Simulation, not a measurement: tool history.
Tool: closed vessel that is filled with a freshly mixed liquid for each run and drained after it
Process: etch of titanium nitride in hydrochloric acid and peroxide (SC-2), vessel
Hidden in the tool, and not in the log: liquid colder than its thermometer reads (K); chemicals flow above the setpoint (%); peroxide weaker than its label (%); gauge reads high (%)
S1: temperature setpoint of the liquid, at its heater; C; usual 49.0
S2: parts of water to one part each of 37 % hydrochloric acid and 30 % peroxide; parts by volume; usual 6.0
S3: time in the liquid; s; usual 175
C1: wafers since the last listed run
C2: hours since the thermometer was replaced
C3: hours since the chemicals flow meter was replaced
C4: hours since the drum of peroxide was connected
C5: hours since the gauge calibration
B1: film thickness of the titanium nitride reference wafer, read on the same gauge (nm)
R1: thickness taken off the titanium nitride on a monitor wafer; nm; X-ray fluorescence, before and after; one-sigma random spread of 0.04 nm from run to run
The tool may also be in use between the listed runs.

run	hour	S1	S2	S3	C1	C2	C3	C4	C5	B1	R1
1	0.0	49.0	6.0	175	0	1588.2	243.2	607.2	643.4	120.024	3.769
# hour 10.2: gauge calibrated
2	34.4	49.0	8.0	145	2870	1622.6	277.6	641.6	24.2	119.979	2.504
3	59.9	49.0	8.0	145	2128	1648.1	303.1	667.1	49.7	119.966	2.511
4	81.6	55.5	6.0	175	1811	1669.8	324.8	688.8	71.4	120.031	5.778
5	101.7	55.5	6.0	175	1677	1689.9	344.9	708.9	91.5	120.011	5.842
6	120.6	49.0	6.0	200	1577	1708.8	363.8	727.8	110.4	120.037	4.225
# hour 135.3: chemicals flow meter replaced
7	150.3	49.0	6.0	200	2395	1738.5	15.0	757.5	140.1	119.982	4.273
8	165.4	49.0	6.0	200	1260	1753.6	30.1	772.6	155.2	120.016	4.260
9	198.7	49.0	4.0	175	2779	1786.9	63.4	805.9	188.5	120.011	4.937
10	233.6	49.0	4.0	175	2912	1821.8	98.3	840.8	223.4	120.056	4.951
11	256.7	49.0	6.0	175	1927	1844.9	121.4	863.9	246.5	119.972	3.729
12	270.7	49.0	6.0	175	1168	1858.9	135.4	877.9	260.5	120.030	3.619
13	295.6	49.0	6.0	175	2078	1883.8	160.3	902.8	285.4	120.032	3.663
14	389.6	49.0	6.0	175	7844	1977.8	254.3	996.8	379.4	119.989	3.649
# hour 401.2: new drum of peroxide connected
15	418.8	45.5	4.0	175	2353	2007.0	283.5	17.6	408.6	119.980	4.050
16	432.4	58.0	4.0	270	1135	2020.6	297.1	31.2	422.2	119.988	14.423
17	446.1	42.0	4.0	175	1143	2034.3	310.8	44.9	435.9	120.001	3.162
18	470.1	49.0	4.0	125	2002	2058.3	334.8	68.9	459.9	120.043	3.632
19	485.3	49.0	6.0	175	1268	2073.5	350.0	84.1	475.1	120.032	3.849
20	514.6	45.5	7.5	120	2445	2102.8	379.3	113.4	504.4	119.992	1.719
21	532.4	54.5	6.0	175	1485	2120.6	397.1	131.2	522.2	120.046	5.577
22	549.9	39.0	8.0	75	1460	2138.1	414.6	148.7	539.7	120.041	0.647
# hour 573.3: chemicals flow meter replaced
23	626.5	49.0	4.5	175	6309	2214.7	53.2	225.3	616.3	120.017	4.594
# hour 627.7: thermometer replaced
# hour 630.1: gauge calibrated
24	658.4	56.0	4.0	240	2578	30.7	85.1	257.2	28.3	120.020	12.740
25	761.6	45.0	6.0	175	8612	133.9	188.3	360.4	131.5	119.996	3.224
26	788.2	49.0	6.0	150	2219	160.5	214.9	387.0	158.1	119.996	3.647
27	808.1	49.0	6.0	175	1660	180.4	234.8	406.9	178.0	120.014	4.252
28	821.8	49.0	4.0	125	1143	194.1	248.5	420.6	191.7	120.012	4.068
29	836.5	49.0	6.0	175	1226	208.8	263.2	435.3	206.4	120.004	4.221

Here are 3 independent what-if runs from the current tool condition. What would each one return?
A	837.2	49.0	6.0	115	58	209.5	263.9	436.0	207.1	?	?
B	837.2	43.5	6.0	115	58	209.5	263.9	436.0	207.1	?	?
C	837.2	42.0	6.0	140	58	209.5	263.9	436.0	207.1	?	?

run	B1	R1
A	120.022	2.839
B	120.022	1.949
C	120.022	2.137
Take away the tool's hidden state, keep each run's random variation, and the runs would have read:
run	R1
A	2.995
B	2.058
C	2.256
